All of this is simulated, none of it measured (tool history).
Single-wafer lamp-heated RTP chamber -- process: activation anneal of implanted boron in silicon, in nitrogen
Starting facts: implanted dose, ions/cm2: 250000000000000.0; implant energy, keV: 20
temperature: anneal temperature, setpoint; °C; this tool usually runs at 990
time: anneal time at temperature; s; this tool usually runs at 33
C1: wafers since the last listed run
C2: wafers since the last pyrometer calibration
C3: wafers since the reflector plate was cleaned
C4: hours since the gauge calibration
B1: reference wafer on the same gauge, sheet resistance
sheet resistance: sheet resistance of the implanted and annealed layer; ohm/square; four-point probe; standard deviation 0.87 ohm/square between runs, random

{"run": 1, "hour": 0.0, "temperature": 990, "time": 33, "C1": 0, "C2": 5814, "C3": 7234, "C4": 1447.8, "B1": 330.85, "sheet resistance": 368.07}
{"hour": 10.6, "done": "gauge calibrated"}
{"run": 2, "hour": 59.4, "temperature": 990, "time": 33, "C1": 884, "C2": 6698, "C3": 8118, "C4": 48.8, "B1": 331.12, "sheet resistance": 367.55}
{"run": 3, "hour": 144.9, "temperature": 990, "time": 42, "C1": 1272, "C2": 7971, "C3": 9391, "C4": 134.3, "B1": 330.8, "sheet resistance": 365.79}
{"hour": 191.8, "done": "pyrometer window cleaned and pyrometer calibrated"}
{"run": 4, "hour": 193.2, "temperature": 990, "time": 42, "C1": 599, "C2": 20, "C3": 9991, "C4": 182.6, "B1": 331.1, "sheet resistance": 365.57}
{"run": 5, "hour": 283.6, "temperature": 990, "time": 33, "C1": 1345, "C2": 1365, "C3": 11337, "C4": 273.0, "B1": 330.94, "sheet resistance": 366.45}
{"run": 6, "hour": 363.5, "temperature": 990, "time": 33, "C1": 1189, "C2": 2555, "C3": 12526, "C4": 352.9, "B1": 330.94, "sheet resistance": 368.3}
{"run": 7, "hour": 434.2, "temperature": 990, "time": 33, "C1": 1052, "C2": 3607, "C3": 13578, "C4": 423.6, "B1": 331.37, "sheet resistance": 367.92}
{"hour": 479.7, "done": "reflector plate cleaned"}
{"run": 8, "hour": 536.3, "temperature": 990, "time": 33, "C1": 1400, "C2": 5008, "C3": 842, "C4": 525.7, "B1": 331.15, "sheet resistance": 368.85}
{"run": 9, "hour": 599.6, "temperature": 990, "time": 43, "C1": 942, "C2": 5950, "C3": 1784, "C4": 589.0, "B1": 331.28, "sheet resistance": 366.15}
{"run": 10, "hour": 681.8, "temperature": 990, "time": 33, "C1": 1223, "C2": 7174, "C3": 3008, "C4": 671.2, "B1": 331.1, "sheet resistance": 368.17}
{"hour": 771.9, "done": "pyrometer window cleaned and pyrometer calibrated"}
{"run": 11, "hour": 777.2, "temperature": 990, "time": 33, "C1": 1300, "C2": 79, "C3": 4309, "C4": 766.6, "B1": 330.9, "sheet resistance": 367.24}
{"run": 12, "hour": 870.4, "temperature": 990, "time": 44, "C1": 1387, "C2": 1466, "C3": 5696, "C4": 859.8, "B1": 331.07, "sheet resistance": 364.5}
{"run": 13, "hour": 937.6, "temperature": 973, "time": 33, "C1": 1000, "C2": 2467, "C3": 6696, "C4": 927.0, "B1": 330.95, "sheet resistance": 376.57}
{"run": 14, "hour": 1043.6, "temperature": 973, "time": 33, "C1": 1577, "C2": 4044, "C3": 8274, "C4": 1033.0, "B1": 331.12, "sheet resistance": 376.68}
{"run": 15, "hour": 1092.2, "temperature": 973, "time": 33, "C1": 723, "C2": 4768, "C3": 8997, "C4": 1081.6, "B1": 331.13, "sheet resistance": 374.02}
{"run": 16, "hour": 1165.9, "temperature": 990, "time": 33, "C1": 1097, "C2": 5865, "C3": 10094, "C4": 1155.3, "B1": 330.86, "sheet resistance": 367.58}
{"run": 17, "hour": 1249.6, "temperature": 990, "time": 33, "C1": 1245, "C2": 7111, "C3": 11340, "C4": 1239.0, "B1": 330.96, "sheet resistance": 365.47}
{"hour": 1372.1, "done": "pyrometer window cleaned and pyrometer calibrated"}
{"run": 18, "hour": 1384.8, "temperature": 990, "time": 33, "C1": 1893, "C2": 189, "C3": 13234, "C4": 1374.2, "B1": 330.88, "sheet resistance": 366.52}
{"hour": 1410.3, "done": "gauge calibrated"}
{"run": 19, "hour": 1500.4, "temperature": 990, "time": 33, "C1": 1720, "C2": 1909, "C3": 14954, "C4": 90.1, "B1": 330.95, "sheet resistance": 366.98}
{"run": 20, "hour": 1567.4, "temperature": 990, "time": 20, "C1": 997, "C2": 2907, "C3": 15952, "C4": 157.1, "B1": 331.26, "sheet resistance": 370.13}
{"hour": 1583.6, "done": "reflector plate cleaned"}
{"run": 21, "hour": 1681.4, "temperature": 964, "time": 33, "C1": 1577, "C2": 4484, "C3": 1455, "C4": 271.1, "B1": 331.14, "sheet resistance": 392.46}
{"run": 22, "hour": 1785.0, "temperature": 999, "time": 25, "C1": 1542, "C2": 6027, "C3": 2997, "C4": 374.7, "B1": 331.02, "sheet resistance": 364.32}
{"hour": 1866.1, "done": "pyrometer window cleaned and pyrometer calibrated"}
{"run": 23, "hour": 1866.6, "temperature": 990, "time": 33, "C1": 1095, "C2": 8, "C3": 4093, "C4": 456.3, "B1": 331.19, "sheet resistance": 367.05}
{"run": 24, "hour": 1960.5, "temperature": 1012, "time": 44, "C1": 1397, "C2": 1405, "C3": 5490, "C4": 550.2, "B1": 331.01, "sheet resistance": 362.55}
{"run": 25, "hour": 2067.6, "temperature": 975, "time": 15, "C1": 1594, "C2": 3000, "C3": 7085, "C4": 657.3, "B1": 330.82, "sheet resistance": 380.12}
{"run": 26, "hour": 2124.4, "temperature": 990, "time": 33, "C1": 845, "C2": 3845, "C3": 7930, "C4": 714.1, "B1": 331.18, "sheet resistance": 366.79}
{"run": 27, "hour": 2220.9, "temperature": 963, "time": 47, "C1": 1436, "C2": 5281, "C3": 9366, "C4": 810.6, "B1": 331.0, "sheet resistance": 381.71}
{"run": 28, "hour": 2327.6, "temperature": 1004, "time": 38, "C1": 1588, "C2": 6870, "C3": 10955, "C4": 917.3, "B1": 330.79, "sheet resistance": 362.81}
{"run": 29, "hour": 2368.0, "temperature": 990, "time": 33, "C1": 601, "C2": 7471, "C3": 11556, "C4": 957.7, "B1": 331.12, "sheet resistance": 365.95}
{"run": 30, "hour": 2417.2, "temperature": 980, "time": 33, "C1": 732, "C2": 8203, "C3": 12288, "C4": 1006.9, "B1": 331.03, "sheet resistance": 371.82}
{"hour": 2463.0, "done": "pyrometer window cleaned and pyrometer calibrated"}
{"run": 31, "hour": 2463.5, "temperature": 1009, "time": 33, "C1": 570, "C2": 7, "C3": 12859, "C4": 1053.2, "B1": 330.85, "sheet resistance": 362.86}
{"run": 32, "hour": 2526.4, "temperature": 990, "time": 33, "C1": 936, "C2": 944, "C3": 13795, "C4": 1116.1, "B1": 331.11, "sheet resistance": 367.22}
{"run": 33, "hour": 2572.6, "temperature": 974, "time": 26, "C1": 687, "C2": 1631, "C3": 14483, "C4": 1162.3, "B1": 330.83, "sheet resistance": 376.83}
{"run": 34, "hour": 2621.3, "temperature": 976, "time": 51, "C1": 724, "C2": 2356, "C3": 15207, "C4": 1211.0, "B1": 330.89, "sheet resistance": 371.67}

How would selected steps in sheet resistance from run to run divide? Give the signed amount a tool lacking its hidden state would still show from settings, what came in and random variation, and the signed amount left for the hidden state, including any gauge scatter that is not in both of the compared results.
What the log doesn't record here: true wafer temperature minus pyrometer reading, K; wafer temperature error from the tarnished reflector plate, K; gauge reads high (%).
Run 20 -> 21: temperature 990 -> 964, time 20 -> 33, reflector plate cleaned. sheet resistance +22.33 ohm/square: hidden state -0.15, all else +22.48.
Run 21 -> 22: temperature 964 -> 999, time 33 -> 25. sheet resistance -28.14 ohm/square: hidden state +3.35, all else -31.49.
Run 24 -> 25: temperature 1012 -> 975, time 44 -> 15. sheet resistance +17.57 ohm/square: hidden state -7.86, all else +25.43.
Run 26 -> 27: temperature 990 -> 963, time 33 -> 47. sheet resistance +14.92 ohm/square: hidden state -7.19, all else +22.11.
Run 27 -> 28: temperature 963 -> 1004, time 47 -> 38. sheet resistance -18.90 ohm/square: hidden state +8.83, all else -27.73.
